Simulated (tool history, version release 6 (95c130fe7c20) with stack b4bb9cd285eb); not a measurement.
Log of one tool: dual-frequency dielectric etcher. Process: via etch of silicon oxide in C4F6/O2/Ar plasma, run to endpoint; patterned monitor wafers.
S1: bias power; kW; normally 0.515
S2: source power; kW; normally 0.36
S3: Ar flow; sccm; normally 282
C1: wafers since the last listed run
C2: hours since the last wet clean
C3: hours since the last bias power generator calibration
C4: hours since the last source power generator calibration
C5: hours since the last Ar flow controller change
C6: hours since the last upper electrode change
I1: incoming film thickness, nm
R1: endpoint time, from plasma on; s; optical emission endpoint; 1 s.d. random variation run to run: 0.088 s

run	hour	S1	S2	S3	C1	C2	C3	C4	C5	C6	I1	R1
1	0	0.515	0.29	282	0	332.2	2260.5	130.6	4371.3	2525.2	100.3	23.1
2	95.7	0.515	0.4	282	1141	427.9	2356.2	226.3	4467	2620.9	99.8	19.2
# hour 125.5: wet clean of the chamber
3	137.4	0.515	0.36	250	211	11.9	2397.9	268	4508.7	2662.6	100.3	19.6
4	161.9	0.515	0.36	282	292	36.4	2422.4	292.5	4533.2	2687.1	100.2	19.8
5	204.4	0.515	0.36	282	506	78.9	2464.9	335	4575.7	2729.6	100.3	20
6	245.9	0.515	0.36	282	494	120.4	2506.4	376.5	4617.2	2771.1	99.8	19.8
7	282.4	0.515	0.36	282	435	156.9	2542.9	413	4653.7	2807.6	99.7	19.9
8	344.8	0.515	0.36	282	744	219.3	2605.3	475.4	4716.1	2870	99.1	19.9
9	371.4	0.515	0.43	282	317	245.9	2631.9	502	4742.7	2896.6	100.1	18.4
# hour 494: wet clean of the chamber
10	512.7	0.515	0.43	282	1399	18.7	2773.2	643.3	4884	3037.9	100.6	17.9
11	549.6	0.515	0.36	282	440	55.6	2810.1	680.2	4920.9	3074.8	100.3	19.9
12	576.1	0.515	0.36	264	316	82.1	2836.6	706.7	4947.4	3101.3	100.2	19.6
13	646.1	0.515	0.36	302	834	152.1	2906.6	776.7	5017.4	3171.3	100.9	20.3
14	670.5	0.515	0.45	325	291	176.5	2931	801.1	5041.8	3195.7	100.1	18
# hour 752.1: upper electrode replaced
15	752.6	0.422	0.44	322	692	258.6	3013.1	883.2	5123.9	0.5	100.5	19.8
16	806.4	0.515	0.43	282	641	312.4	3066.9	937	5177.7	54.3	99.9	18.4
17	871.9	0.515	0.36	282	781	377.9	3132.4	1002.5	5243.2	119.8	99.5	20.2
18	935.5	0.515	0.36	282	758	441.5	3196	1066.1	5306.8	183.4	99.5	20.5
# hour 974.3: wet clean of the chamber
# hour 998: Ar flow controller replaced
19	1002.8	0.515	0.36	282	444	28.5	3263.3	1133.4	4.8	250.7	100	19.7
20	1064.9	0.515	0.33	234	740	90.6	3325.4	1195.5	66.9	312.8	100.3	20.3
21	1123.7	0.515	0.36	282	701	149.4	3384.2	1254.3	125.7	371.6	100.6	19.8
# hour 1141.8: bias power generator calibrated
22	1167	0.515	0.41	282	468	192.7	25.2	1297.6	169	414.9	100.5	18.6
# hour 1190.5: source power generator calibrated
23	1233.5	0.438	0.39	322	745	259.2	91.7	43	235.5	481.4	100.1	20.8
# hour 1444.9: wet clean of the chamber
24	1445.4	0.515	0.36	282	2241	0.5	303.6	254.9	447.4	693.3	100.2	19.6
25	1463.3	0.515	0.36	332	213	18.4	321.5	272.8	465.3	711.2	100.1	19.9
26	1504.5	0.515	0.4	282	491	59.6	362.7	314	506.5	752.4	100.1	18.5
27	1575.4	0.515	0.31	217	845	130.5	433.6	384.9	577.4	823.3	99.8	21
28	1643.9	0.442	0.36	282	816	199	502.1	453.4	645.9	891.8	101.1	21.4

Run 29 comes next. What will it give?
29	1671.6	0.388	0.36	282	330	226.7	529.8	481.1	673.6	919.5	99	?

Run 29 produced R1 21.7 s.
Had the tool carried no hidden state, the very same run would have given R1 21.3 s.

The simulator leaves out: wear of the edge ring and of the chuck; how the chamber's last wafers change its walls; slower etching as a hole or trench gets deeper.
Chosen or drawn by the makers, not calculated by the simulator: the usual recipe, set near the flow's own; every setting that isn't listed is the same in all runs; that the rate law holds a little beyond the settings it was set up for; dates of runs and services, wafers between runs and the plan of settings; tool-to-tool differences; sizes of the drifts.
